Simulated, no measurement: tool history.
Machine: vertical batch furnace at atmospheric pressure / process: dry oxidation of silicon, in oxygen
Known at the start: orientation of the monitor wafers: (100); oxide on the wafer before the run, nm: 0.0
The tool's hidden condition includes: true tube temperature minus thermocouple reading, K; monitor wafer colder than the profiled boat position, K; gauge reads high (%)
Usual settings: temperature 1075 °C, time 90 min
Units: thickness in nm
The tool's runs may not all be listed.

run,hour,temperature,time,wafers since the last listed run,hours since the last temperature calibration,hours since the boat lift was adjusted,hours since the gauge calibration,"read-back reference wafer on the same gauge, thickness",thickness
1,0,1075,90,0,645.2,2713.7,1513.8,99.98,105.4
2,42.3,1063,90,378,687.5,2756,1556.1,100.23,96.3
3,94.6,1063,90,467,739.8,2808.3,1608.4,99.84,95.96
4,152.1,1075,117,514,797.3,2865.8,1665.9,99.8,125.07
5,194.9,1075,117,382,840.1,2908.6,1708.7,100.06,125.23
6,247.3,1075,90,468,892.5,2961,1761.1,99.93,105.11
7,299.6,1075,90,467,944.8,3013.3,1813.4,100,105.4
8,351.4,1075,90,463,996.6,3065.1,1865.2,100.05,105.78
9,397.6,1075,90,413,1042.8,3111.3,1911.4,99.95,105.14
10,422.5,1075,90,222,1067.7,3136.2,1936.3,100.03,105.21
11,459.4,1062,90,329,1104.6,3173.1,1973.2,99.9,95.12
12,557,1060,72.5,872,1202.2,3270.7,2070.8,99.83,81.75
13,614.1,1060,72.5,510,1259.3,3327.8,2127.9,99.79,82.01
14,647.5,1067,90,298,1292.7,3361.2,2161.3,100.09,99.21
15,715.2,1075,90,605,1360.4,3428.9,2229,100.21,105.49
16,881.3,1075,90,1485,1526.5,3595,2395.1,100.1,104.46
17,929,1075,90,426,1574.2,3642.7,2442.8,99.77,106.25
# hour 955.5: boat lift adjusted
18,969.8,1051,104,150,1615,14.3,2483.6,100.09,95.89
# hour 1008.9: gauge calibrated
19,1154.9,1075,117,1655,1800.1,199.4,146,100.07,124.71
# hour 1211.5: thermocouples replaced and temperature profile calibrated
20,1224.1,1066,132,404,12.6,268.6,215.2,100,125.94
21,1316,1075,90,821,104.5,360.5,307.1,99.96,105.78
22,1344.1,1075,131,251,132.6,388.6,335.2,100.05,134
23,1389.7,1065,51,407,178.2,434.2,380.8,100.17,68.07
24,1428.5,1099,118,346,217,473,419.6,100.12,147.05
25,1461.6,1085,112.5,296,250.1,506.1,452.7,100.19,130.74
26,1515.2,1075,90,479,303.7,559.7,506.3,100.04,105.39
27,1546.9,1063,108,283,335.4,591.4,538,100.08,107.43
28,1590.6,1052,128.5,390,379.1,635.1,581.7,99.91,111.23
29,1633.2,1060,72.5,380,421.7,677.7,624.3,99.9,81.72
30,1665,1057,130,284,453.5,709.5,656.1,100.03,117.13
31,1724.3,1098,53,530,512.8,768.8,715.4,100.03,90.25
32,1754.1,1090,105.5,266,542.6,798.6,745.2,99.79,130.76
33,1801.8,1075,90,426,590.3,846.3,792.9,100.14,105.52
34,1871.9,1075,90,626,660.4,916.4,863,99.97,105.69

Run-by-run hidden state of the tool:
true tube temperature minus thermocouple reading, K: 0, the same for each run
monitor wafer colder than the profiled boat position, K: 0, the same for each run
gauge reads high (%): 0, the same for each run
